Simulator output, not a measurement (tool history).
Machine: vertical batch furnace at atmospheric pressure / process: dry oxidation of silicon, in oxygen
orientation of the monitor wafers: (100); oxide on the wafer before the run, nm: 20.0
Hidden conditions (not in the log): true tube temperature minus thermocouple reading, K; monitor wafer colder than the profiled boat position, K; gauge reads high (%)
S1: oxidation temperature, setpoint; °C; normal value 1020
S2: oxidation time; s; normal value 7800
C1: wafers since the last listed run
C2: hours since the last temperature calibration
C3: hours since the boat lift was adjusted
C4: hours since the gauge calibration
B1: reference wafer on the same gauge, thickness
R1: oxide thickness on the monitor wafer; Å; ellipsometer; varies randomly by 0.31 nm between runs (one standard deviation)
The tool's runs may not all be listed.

run   hour    S1    S2   C1      C2      C3      C4      B1      R1
  1      0  1020  7800    0  4117.6  1067.9   590.3  111.06  1008.1
  2   30.2  1006  5730  184  4147.8  1098.1   620.5  111.04   743.2
  3  112.1  1006  5730  499  4229.7    1180   702.4  110.94   746.4
  4  153.8  1006  5730  254  4271.4  1221.7   744.1  110.99   737.8
  5  198.4  1007  6990  272    4316  1266.3   788.7     111   845.7
  6  256.2  1007  6990  352  4373.8  1324.1   846.5  111.04     843
  7  319.6  1020  7800  386  4437.2  1387.5   909.9  111.08  1005.2
  8  380.7  1020  7800  372  4498.3  1448.6     971  110.96  1010.8
  9  433.2  1020  7800  320  4550.8  1501.1  1023.5  110.97  1008.5
 10    487  1020  7800  328  4604.6  1554.9  1077.3     111  1006.2
 11  527.4  1020  7800  246    4645  1595.3  1117.7  110.94  1005.3
 12    596  1020  7800  418  4713.6  1663.9  1186.3  110.92  1003.6
 13  666.6  1020  7800  430  4784.2  1734.5  1256.9  110.96    1002
 14  717.9  1020  6630  313  4835.5  1785.8  1308.2  111.01   908.8
 15  772.7  1029  5040  334  4890.3  1840.6    1363  111.02   824.7

What will run 16 give?
 16  832.8  1020  7800  366  4950.4  1900.7  1423.1   ?   ?

B1: 110.96
R1: 999.7 Å
If the tool had no hidden condition, the same run with the same run-to-run variation would have returned R1 1025.6 Å.
